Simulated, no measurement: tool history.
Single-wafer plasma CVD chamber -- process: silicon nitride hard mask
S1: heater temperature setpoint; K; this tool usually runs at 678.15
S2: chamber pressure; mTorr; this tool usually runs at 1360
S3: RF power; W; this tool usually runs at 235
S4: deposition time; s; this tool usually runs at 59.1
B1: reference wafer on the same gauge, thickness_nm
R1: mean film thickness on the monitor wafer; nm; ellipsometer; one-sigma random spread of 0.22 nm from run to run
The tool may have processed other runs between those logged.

run   hour      S1    S2   S3    S4      B1      R1
  1    0.0  678.15  1360  235  59.1  49.757  53.991
  2   12.1  678.15  1360  235  59.1  49.635  53.663
  3   32.3  678.15  1360  220  59.1  49.712  50.924
  4   52.0  678.15  1360  220  59.1  49.711  51.260
  5   87.6  673.15  1360  235  59.1  49.665  54.074
  6  123.6  678.15  1360  250  59.1  49.731  56.082
     135.9  -- gauge calibrated
  7  154.7  678.15  1360  235  59.1  49.695  53.744
     169.2  -- showerhead replaced
  8  169.7  678.15  1360  235  59.1  49.655  53.522
     188.0  -- RF generator calibrated
  9  188.5  678.15  1360  235  59.1  49.717  51.809
     206.3  -- thermocouple changed; heater temperature recalibrated
 10  206.8  678.15  1360  260  59.1  49.722  55.709
 11  229.8  690.15  1700  270  50.6  49.752  52.426
 12  247.5  689.15  1460  215  69.6  49.695  57.951
 13  282.7  683.15  1360  205  59.1  49.739  47.147
 14  317.7  678.15  1360  235  59.1  49.752  51.438
     328.2  -- RF generator calibrated, repeated, since the last time left the tool worse
 15  330.3  678.15  1360  235  62.6  49.685  58.748
     343.7  -- capacitance manometer re-zeroed and calibrated
 16  349.7  678.15  1610  235  59.1  49.701  58.824
 17  385.5  693.15  1360  235  59.1  49.672  55.023
 18  417.7  678.15  1040  205  49.6  49.750  37.974
 19  443.8  678.15  1360  235  59.1  49.690  55.123
 20  470.5  692.15  1070  235  55.4  49.700  47.210
 21  501.0  678.15  1360  235  59.1  49.687  55.172
 22  515.4  673.15  1360  200  63.5  49.694  53.108
 23  531.4  683.15  1360  205  59.1  49.706  49.779
 24  566.2  678.15  1110  195  59.1  49.749  44.383
 25  598.1  678.15  1560  275  52.3  49.713  56.837
 26  625.6  686.15  1360  235  59.1  49.674  54.695
     645.3  -- gauge calibrated
 27  654.8  678.15  1360  235  59.1  49.646  54.939
 28  668.8  678.15  1360  235  59.1  49.704  54.895
 29  686.7  690.15  1510  280  47.9  49.695  51.530

Here are 3 independent what-if runs from the current tool condition. What would each one return?
  A  687.1  678.15  1360  235  59.1   ?   ?
  B  687.1  678.15  1180  235  59.1   ?   ?
  C  687.1  678.15  1360  275  59.1   ?   ?

run      B1      R1
  A  49.745  54.509
  B  49.745  51.694
  C  49.745  60.655
What these runs would have given with no unlogged condition in the tool:
run      R1
  A  55.373
  B  52.514
  C  61.603
